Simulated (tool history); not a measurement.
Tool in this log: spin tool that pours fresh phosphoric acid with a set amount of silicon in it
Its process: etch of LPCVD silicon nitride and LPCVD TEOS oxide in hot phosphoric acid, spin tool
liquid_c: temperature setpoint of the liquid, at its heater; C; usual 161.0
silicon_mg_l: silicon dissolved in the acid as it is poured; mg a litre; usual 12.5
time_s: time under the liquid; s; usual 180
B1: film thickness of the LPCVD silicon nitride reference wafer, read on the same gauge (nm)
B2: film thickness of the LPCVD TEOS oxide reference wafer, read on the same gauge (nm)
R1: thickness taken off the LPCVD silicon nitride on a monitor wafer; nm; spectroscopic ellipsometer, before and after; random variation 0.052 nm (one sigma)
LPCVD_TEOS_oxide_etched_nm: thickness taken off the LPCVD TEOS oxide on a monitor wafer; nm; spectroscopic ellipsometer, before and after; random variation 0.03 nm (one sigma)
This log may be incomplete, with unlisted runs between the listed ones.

{"run": 1, "hour": 0.0, "liquid_c": 161.0, "silicon_mg_l": 12.5, "time_s": 180, "B1": 69.99, "B2": 150.011, "R1": 16.36, "LPCVD_TEOS_oxide_etched_nm": 0.405}
{"hour": 18.0, "done": "gauge calibrated"}
{"run": 2, "hour": 21.9, "liquid_c": 161.0, "silicon_mg_l": 12.5, "time_s": 180, "B1": 69.97, "B2": 149.952, "R1": 16.41, "LPCVD_TEOS_oxide_etched_nm": 0.389}
{"run": 3, "hour": 34.7, "liquid_c": 161.0, "silicon_mg_l": 12.5, "time_s": 180, "B1": 70.0, "B2": 149.97, "R1": 16.41, "LPCVD_TEOS_oxide_etched_nm": 0.375}
{"run": 4, "hour": 60.4, "liquid_c": 161.0, "silicon_mg_l": 19.5, "time_s": 180, "B1": 70.02, "B2": 150.016, "R1": 16.36, "LPCVD_TEOS_oxide_etched_nm": 0.346}
{"run": 5, "hour": 73.8, "liquid_c": 161.0, "silicon_mg_l": 12.5, "time_s": 180, "B1": 69.97, "B2": 150.007, "R1": 16.43, "LPCVD_TEOS_oxide_etched_nm": 0.396}
{"run": 6, "hour": 93.8, "liquid_c": 161.0, "silicon_mg_l": 12.5, "time_s": 180, "B1": 70.04, "B2": 150.009, "R1": 16.41, "LPCVD_TEOS_oxide_etched_nm": 0.376}
{"run": 7, "hour": 116.0, "liquid_c": 162.5, "silicon_mg_l": 12.5, "time_s": 105, "B1": 69.99, "B2": 150.002, "R1": 9.98, "LPCVD_TEOS_oxide_etched_nm": 0.252}
{"run": 8, "hour": 150.1, "liquid_c": 162.0, "silicon_mg_l": 12.5, "time_s": 275, "B1": 69.97, "B2": 149.987, "R1": 25.75, "LPCVD_TEOS_oxide_etched_nm": 0.6}
{"run": 9, "hour": 178.2, "liquid_c": 160.0, "silicon_mg_l": 17.0, "time_s": 110, "B1": 70.01, "B2": 150.063, "R1": 9.63, "LPCVD_TEOS_oxide_etched_nm": 0.186}
{"run": 10, "hour": 193.9, "liquid_c": 158.5, "silicon_mg_l": 2.5, "time_s": 255, "B1": 69.97, "B2": 150.06, "R1": 21.15, "LPCVD_TEOS_oxide_etched_nm": 0.547}
{"run": 11, "hour": 225.6, "liquid_c": 160.0, "silicon_mg_l": 12.5, "time_s": 180, "B1": 69.99, "B2": 150.074, "R1": 15.72, "LPCVD_TEOS_oxide_etched_nm": 0.325}
{"run": 12, "hour": 255.0, "liquid_c": 161.0, "silicon_mg_l": 12.5, "time_s": 180, "B1": 70.03, "B2": 149.976, "R1": 16.1, "LPCVD_TEOS_oxide_etched_nm": 0.356}
{"run": 13, "hour": 289.7, "liquid_c": 161.0, "silicon_mg_l": 17.0, "time_s": 180, "B1": 70.01, "B2": 149.987, "R1": 16.18, "LPCVD_TEOS_oxide_etched_nm": 0.321}
{"run": 14, "hour": 310.8, "liquid_c": 161.0, "silicon_mg_l": 12.5, "time_s": 255, "B1": 70.02, "B2": 150.004, "R1": 22.97, "LPCVD_TEOS_oxide_etched_nm": 0.545}
{"run": 15, "hour": 322.9, "liquid_c": 159.0, "silicon_mg_l": 18.0, "time_s": 180, "B1": 70.04, "B2": 149.969, "R1": 15.14, "LPCVD_TEOS_oxide_etched_nm": 0.311}
{"run": 16, "hour": 338.0, "liquid_c": 163.5, "silicon_mg_l": 17.5, "time_s": 90, "B1": 70.01, "B2": 150.008, "R1": 8.73, "LPCVD_TEOS_oxide_etched_nm": 0.219}
{"run": 17, "hour": 354.1, "liquid_c": 163.0, "silicon_mg_l": 16.5, "time_s": 180, "B1": 70.02, "B2": 149.968, "R1": 17.33, "LPCVD_TEOS_oxide_etched_nm": 0.411}
{"run": 18, "hour": 379.9, "liquid_c": 164.0, "silicon_mg_l": 12.5, "time_s": 125, "B1": 70.0, "B2": 149.926, "R1": 12.38, "LPCVD_TEOS_oxide_etched_nm": 0.269}
{"run": 19, "hour": 392.0, "liquid_c": 159.5, "silicon_mg_l": 19.0, "time_s": 100, "B1": 70.01, "B2": 149.967, "R1": 8.56, "LPCVD_TEOS_oxide_etched_nm": 0.155}
{"run": 20, "hour": 407.1, "liquid_c": 161.0, "silicon_mg_l": 16.0, "time_s": 180, "B1": 70.06, "B2": 150.011, "R1": 16.05, "LPCVD_TEOS_oxide_etched_nm": 0.319}
{"run": 21, "hour": 426.7, "liquid_c": 161.0, "silicon_mg_l": 12.5, "time_s": 180, "B1": 70.02, "B2": 149.97, "R1": 16.12, "LPCVD_TEOS_oxide_etched_nm": 0.36}
{"run": 22, "hour": 449.5, "liquid_c": 160.0, "silicon_mg_l": 19.0, "time_s": 225, "B1": 69.98, "B2": 149.97, "R1": 19.47, "LPCVD_TEOS_oxide_etched_nm": 0.347}

Hidden state or all else? Some run-to-run changes of R1, split into what the settings, what came in and random variation would give without the hidden state, and what is left for the hidden state (with any gauge scatter that isn't in both results):
Hidden state present: liquid colder than its thermometer reads (K); dissolved silicon flow below the setpoint (%); temperature lost on the way to the wafer (K); gauge reads high (%).
Run 7 -> 8: liquid_c 162.5 -> 162.0, time_s 105 -> 275. R1 +15.77 nm: hidden state -0.17, all else +15.94.
Run 8 -> 9: liquid_c 162.0 -> 160.0, silicon_mg_l 12.5 -> 17.0, time_s 275 -> 110. R1 -16.12 nm: hidden state +0.15, all else -16.27.
Run 16 -> 17: liquid_c 163.5 -> 163.0, silicon_mg_l 17.5 -> 16.5, time_s 90 -> 180. R1 +8.60 nm: hidden state -0.17, all else +8.77.
